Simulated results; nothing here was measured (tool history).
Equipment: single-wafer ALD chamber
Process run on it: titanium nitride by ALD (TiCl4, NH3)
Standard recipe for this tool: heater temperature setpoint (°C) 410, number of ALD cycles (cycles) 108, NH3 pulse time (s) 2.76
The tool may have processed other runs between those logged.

| run | hour | heater temperature setpoint (°C) | number of ALD cycles (cycles) | NH3 pulse time (s) | read-back reference wafer on the same gauge, thickness_nm | mean film thickness on the monitor wafer (nm) |
|---|---|---|---|---|---|---|
| 1 | 0 | 410 | 108 | 2.76 | 2.069 | 2.392 |
| 2 | 9.7 | 410 | 108 | 2.76 | 2.07 | 2.385 |
| 3 | 16.7 | 410 | 108 | 2.76 | 2.071 | 2.401 |
| 4 | 30.6 | 410 | 108 | 2.76 | 2.071 | 2.394 |
| 5 | 37.4 | 410 | 108 | 2.76 | 2.07 | 2.388 |
| 6 | 52.6 | 410 | 108 | 2.76 | 2.07 | 2.397 |
| 7 | 61.4 | 410 | 108 | 2.76 | 2.07 | 2.398 |
| 8 | 76.3 | 410 | 108 | 2.76 | 2.069 | 2.388 |
|  | 77.6 | gauge calibrated |
| 9 | 86.1 | 410 | 108 | 2.76 | 2.07 | 2.392 |
| 10 | 99.7 | 404 | 101 | 2.76 | 2.07 | 2.238 |
| 11 | 116.4 | 410 | 108 | 2.76 | 2.069 | 2.393 |
| 12 | 127.6 | 420 | 108 | 2.76 | 2.07 | 2.387 |
|  | 144 | showerhead replaced |
|  | 146.8 | thermocouple changed; heater temperature recalibrated |
| 13 | 147.3 | 410 | 108 | 2.76 | 2.069 | 2.398 |
| 14 | 148.9 | 398 | 108 | 3.61 | 2.069 | 2.419 |
| 15 | 158.8 | 419 | 108 | 2.76 | 2.07 | 2.397 |

Run 16, settings as shown, results not yet in. Your forecast:
| 16 | 171.4 | 404 | 101 | 2.76 | ? | ? |

Run 16 yielded read-back reference wafer on the same gauge, thickness_nm 2.069, mean film thickness on the monitor wafer (nm) 2.232.
Without the tool's hidden state the same run would have given mean film thickness on the monitor wafer (nm) 2.232.
